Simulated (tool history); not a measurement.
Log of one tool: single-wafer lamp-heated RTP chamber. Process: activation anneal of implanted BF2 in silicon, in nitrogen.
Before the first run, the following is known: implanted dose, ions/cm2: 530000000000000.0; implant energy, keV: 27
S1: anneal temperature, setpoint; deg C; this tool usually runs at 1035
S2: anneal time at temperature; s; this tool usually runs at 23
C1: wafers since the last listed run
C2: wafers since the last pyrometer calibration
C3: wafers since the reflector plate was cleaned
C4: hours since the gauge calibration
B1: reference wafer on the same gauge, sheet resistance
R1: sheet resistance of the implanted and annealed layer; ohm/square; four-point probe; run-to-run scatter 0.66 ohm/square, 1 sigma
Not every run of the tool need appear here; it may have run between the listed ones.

Run 1, hour 0.0: usual settings but S2 27 s; C1 0; C2 8324; C3 1363; C4 858.9; B1 193.03. Result: R1 224.48 ohm/square.
At hour 37.5: pyrometer window cleaned and pyrometer calibrated.
Run 2, hour 40.3: usual settings but S2 27 s; C1 578; C2 49; C3 1941; C4 899.2; B1 192.93. Result: R1 224.98 ohm/square.
Run 3, hour 144.9: usual settings; C1 1872; C2 1921; C3 3813; C4 1003.8; B1 192.76. Result: R1 226.57 ohm/square.
Run 4, hour 249.1: usual settings; C1 1864; C2 3786; C3 5678; C4 1108.0; B1 192.86. Result: R1 226.07 ohm/square.
Run 5, hour 314.0: usual settings; C1 1161; C2 4947; C3 6840; C4 1172.9; B1 193.13. Result: R1 226.69 ohm/square.
Run 6, hour 409.8: usual settings; C1 1714; C2 6662; C3 8554; C4 1268.7; B1 193.17. Result: R1 226.53 ohm/square.
At hour 437.1: reflector plate cleaned.
Run 7, hour 466.2: usual settings; C1 866; C2 7528; C3 520; C4 1325.1; B1 192.95. Result: R1 226.70 ohm/square.
At hour 529.8: pyrometer window cleaned and pyrometer calibrated.
Run 8, hour 556.0: usual settings; C1 1464; C2 468; C3 1984; C4 1414.9; B1 193.04. Result: R1 226.96 ohm/square.
At hour 598.5: gauge calibrated.
Run 9, hour 629.2: usual settings; C1 1310; C2 1778; C3 3294; C4 30.7; B1 193.09. Result: R1 226.02 ohm/square.
Run 10, hour 725.1: usual settings; C1 1716; C2 3495; C3 5011; C4 126.6; B1 193.01. Result: R1 227.31 ohm/square.
Run 11, hour 804.1: usual settings; C1 1413; C2 4909; C3 6425; C4 205.6; B1 192.97. Result: R1 225.62 ohm/square.
Run 12, hour 869.0: usual settings; C1 1161; C2 6070; C3 7586; C4 270.5; B1 193.25. Result: R1 225.81 ohm/square.
Run 13, hour 952.5: usual settings but S2 31 s; C1 1494; C2 7565; C3 9081; C4 354.0; B1 192.93. Result: R1 223.46 ohm/square.
At hour 1025.9: reflector plate cleaned.
Run 14, hour 1052.6: usual settings but S2 31 s; C1 1648; C2 9213; C3 478; C4 454.1; B1 192.80. Result: R1 224.24 ohm/square.
At hour 1062.3: pyrometer window cleaned and pyrometer calibrated.
Run 15, hour 1106.3: usual settings but S2 31 s; C1 817; C2 786; C3 1296; C4 507.8; B1 193.22. Result: R1 224.27 ohm/square.
Run 16, hour 1159.7: usual settings; C1 955; C2 1742; C3 2251; C4 561.2; B1 192.86. Result: R1 225.84 ohm/square.
Run 17, hour 1232.1: usual settings; C1 1295; C2 3038; C3 3547; C4 633.6; B1 192.83. Result: R1 225.80 ohm/square.
Run 18, hour 1323.6: usual settings but S2 16 s; C1 1637; C2 4676; C3 5185; C4 725.1; B1 192.66. Result: R1 227.54 ohm/square.
Run 19, hour 1428.0: usual settings but S1 1056 deg C; C1 1868; C2 6544; C3 7053; C4 829.5; B1 192.73. Result: R1 224.39 ohm/square.
Run 20, hour 1493.2: usual settings but S1 1058 deg C; C1 1166; C2 7711; C3 8220; C4 894.7; B1 193.10. Result: R1 224.94 ohm/square.
At hour 1549.1: pyrometer window cleaned and pyrometer calibrated.
Run 21, hour 1595.5: usual settings but S2 10 s; C1 1687; C2 830; C3 9908; C4 997.0; B1 193.13. Result: R1 231.45 ohm/square.
Run 22, hour 1652.4: usual settings; C1 1018; C2 1848; C3 10926; C4 1053.9; B1 192.76. Result: R1 226.94 ohm/square.
At hour 1666.9: reflector plate cleaned.
Run 23, hour 1716.3: usual settings but S1 1049 deg C, S2 35 s; C1 1000; C2 2849; C3 883; C4 1117.8; B1 192.96. Result: R1 222.14 ohm/square.
Run 24, hour 1815.1: usual settings but S1 1049 deg C, S2 10 s; C1 1768; C2 4617; C3 2652; C4 1216.6; B1 193.01. Result: R1 229.13 ohm/square.
Run 25, hour 1916.7: usual settings; C1 1818; C2 6436; C3 4470; C4 1318.2; B1 192.70. Result: R1 226.21 ohm/square.
At hour 1977.7: gauge calibrated.
Run 26, hour 1989.9: usual settings but S1 1046 deg C; C1 1310; C2 7746; C3 5780; C4 12.2; B1 193.07. Result: R1 224.22 ohm/square.
Run 27, hour 2055.5: usual settings but S1 1024 deg C, S2 15 s; C1 1174; C2 8920; C3 6954; C4 77.8; B1 193.09. Result: R1 231.35 ohm/square.
At hour 2091.3: pyrometer window cleaned and pyrometer calibrated.
Run 28, hour 2117.6: usual settings but S1 1050 deg C; C1 968; C2 471; C3 7923; C4 139.9; B1 193.10. Result: R1 224.91 ohm/square.
Run 29, hour 2209.0: usual settings but S1 1053 deg C, S2 31 s; C1 1635; C2 2107; C3 9558; C4 231.3; B1 193.34. Result: R1 222.37 ohm/square.
At hour 2259.3: reflector plate cleaned.
Run 30, hour 2298.5: usual settings but S1 1013 deg C; C1 1458; C2 3566; C3 701; C4 320.8; B1 193.11. Result: R1 230.82 ohm/square.
Run 31, hour 2357.9: usual settings but S1 1060 deg C, S2 19 s; C1 1063; C2 4629; C3 1764; C4 380.2; B1 193.01. Result: R1 225.32 ohm/square.
Run 32, hour 2395.6: usual settings but S1 1014 deg C, S2 13 s; C1 674; C2 5303; C3 2439; C4 417.9; B1 192.84. Result: R1 233.26 ohm/square.
Run 33, hour 2472.6: usual settings; C1 1378; C2 6682; C3 3817; C4 494.9; B1 193.13. Result: R1 227.80 ohm/square.
Run 34, hour 2563.8: usual settings but S1 1013 deg C, S2 29 s; C1 1632; C2 8314; C3 5449; C4 586.1; B1 193.04. Result: R1 229.67 ohm/square.
At hour 2601.3: pyrometer window cleaned and pyrometer calibrated.
Run 35, hour 2648.3: usual settings but S2 36 s; C1 1369; C2 840; C3 6818; C4 670.6; B1 193.03. Result: R1 222.84 ohm/square.
Run 36, hour 2749.1: usual settings but S2 11 s; C1 1804; C2 2644; C3 8622; C4 771.4; B1 192.75. Result: R1 229.88 ohm/square.
Run 37, hour 2829.9: usual settings; C1 1446; C2 4090; C3 10068; C4 852.2; B1 192.93. Result: R1 226.06 ohm/square.

3 options for the next run, each taken on its own from the tool as it stands now. Forecast them:
Run A, hour 2830.3: usual settings; C1 7; C2 4097; C3 10075; C4 852.6; B1 ?. Result: R1 ?.
Run B, hour 2830.3: usual settings but S2 35 s; C1 7; C2 4097; C3 10075; C4 852.6; B1 ?. Result: R1 ?.
Run C, hour 2830.3: usual settings but S2 34 s; C1 7; C2 4097; C3 10075; C4 852.6; B1 ?. Result: R1 ?.

run      B1      R1
  A  193.12  226.00
  B  193.12  223.42
  C  193.12  223.61
With no hidden state in the tool, these same runs would have given:
run      R1
  A  226.00
  B  223.42
  C  223.61
